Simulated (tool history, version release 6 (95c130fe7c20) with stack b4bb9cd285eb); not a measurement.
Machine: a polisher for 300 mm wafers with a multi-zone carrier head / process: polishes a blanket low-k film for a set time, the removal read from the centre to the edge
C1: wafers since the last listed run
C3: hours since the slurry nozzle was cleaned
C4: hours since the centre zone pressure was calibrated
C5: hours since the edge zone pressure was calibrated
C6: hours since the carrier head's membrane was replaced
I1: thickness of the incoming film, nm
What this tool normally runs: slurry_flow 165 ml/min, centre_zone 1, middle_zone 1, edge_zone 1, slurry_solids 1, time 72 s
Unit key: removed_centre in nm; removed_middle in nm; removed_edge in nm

run 1 hour=0.0 | slurry_flow=165 centre_zone=1 middle_zone=1 edge_zone=1 slurry_solids=1 time=72 | C1=0 wafers_polished_on_this_pad=428 C3=248.1 C4=96.6 C5=291.2 C6=315.9 | I1=647.8 | removed_centre=28.1 removed_middle=28.5 removed_edge=28.2
run 2 hour=38.4 | slurry_flow=165 centre_zone=1 middle_zone=1 edge_zone=1 slurry_solids=1 time=72 | C1=333 wafers_polished_on_this_pad=761 C3=286.5 C4=135.0 C5=329.6 C6=354.3 | I1=640.9 | removed_centre=27.6 removed_middle=28.2 removed_edge=27.7
run 3 hour=92.8 | slurry_flow=165 centre_zone=1 middle_zone=1 edge_zone=1 slurry_solids=1 time=72 | C1=471 wafers_polished_on_this_pad=1233 C3=340.9 C4=189.4 C5=384.0 C6=408.7 | I1=644.1 | removed_centre=27.3 removed_middle=27.4 removed_edge=26.7
-- hour=130.7 slurry nozzle cleaned
-- hour=145.4 carrier head's membrane replaced by a new one
run 4 hour=187.3 | slurry_flow=165 centre_zone=1 middle_zone=1 edge_zone=1 slurry_solids=1 time=72 | C1=767 wafers_polished_on_this_pad=2001 C3=56.6 C4=283.9 C5=478.5 C6=41.9 | I1=640.0 | removed_centre=29.1 removed_middle=28.9 removed_edge=28.1
run 5 hour=239.4 | slurry_flow=165 centre_zone=1 middle_zone=1 edge_zone=1 slurry_solids=1 time=72 | C1=451 wafers_polished_on_this_pad=2453 C3=108.7 C4=336.0 C5=530.6 C6=94.0 | I1=644.2 | removed_centre=28.3 removed_middle=29.0 removed_edge=28.2
-- hour=265.3 worn pad replaced by a new one
run 6 hour=297.0 | slurry_flow=165 centre_zone=1 middle_zone=1 edge_zone=1 slurry_solids=1 time=72 | C1=464 wafers_polished_on_this_pad=274 C3=166.3 C4=393.6 C5=588.2 C6=151.6 | I1=645.3 | removed_centre=28.3 removed_middle=28.7 removed_edge=28.6
run 7 hour=335.0 | slurry_flow=165 centre_zone=1 middle_zone=1 edge_zone=1 slurry_solids=1 time=55 | C1=329 wafers_polished_on_this_pad=604 C3=204.3 C4=431.6 C5=626.2 C6=189.6 | I1=636.8 | removed_centre=21.7 removed_middle=21.3 removed_edge=21.4
run 8 hour=440.2 | slurry_flow=165 centre_zone=1 middle_zone=1 edge_zone=1 slurry_solids=1 time=55 | C1=912 wafers_polished_on_this_pad=1516 C3=309.5 C4=536.8 C5=731.4 C6=294.8 | I1=644.9 | removed_centre=21.1 removed_middle=21.6 removed_edge=21.5
run 9 hour=490.8 | slurry_flow=165 centre_zone=1 middle_zone=1 edge_zone=1 slurry_solids=1 time=55 | C1=438 wafers_polished_on_this_pad=1955 C3=360.1 C4=587.4 C5=782.0 C6=345.4 | I1=634.8 | removed_centre=20.8 removed_middle=20.9 removed_edge=21.3
-- hour=494.0 slurry nozzle cleaned
-- hour=556.7 worn pad replaced by a new one
-- hour=619.0 centre zone pressure recalibrated
-- hour=709.5 carrier head's membrane replaced by a new one
run 10 hour=790.4 | slurry_flow=165 centre_zone=1 middle_zone=1 edge_zone=1 slurry_solids=1 time=72 | C1=2494 wafers_polished_on_this_pad=1966 C3=296.4 C4=171.4 C5=1081.6 C6=80.9 | I1=635.3 | removed_centre=27.0 removed_middle=27.9 removed_edge=27.8

For run 11, what comes out?
run 11 hour=840.6 | slurry_flow=165 centre_zone=1 middle_zone=1 edge_zone=1 slurry_solids=1 time=72 | C1=435 wafers_polished_on_this_pad=2402 C3=346.6 C4=221.6 C5=1131.8 C6=131.1 | I1=637.2 | removed_centre=? removed_middle=? removed_edge=?

removed_centre: 26.7 nm
removed_middle: 27.7 nm
removed_edge: 26.7 nm
On a tool with no hidden condition, and with the same random variation, this run would have come out at removed_centre 28.9 nm, removed_middle 29.8 nm, removed_edge 28.1 nm.

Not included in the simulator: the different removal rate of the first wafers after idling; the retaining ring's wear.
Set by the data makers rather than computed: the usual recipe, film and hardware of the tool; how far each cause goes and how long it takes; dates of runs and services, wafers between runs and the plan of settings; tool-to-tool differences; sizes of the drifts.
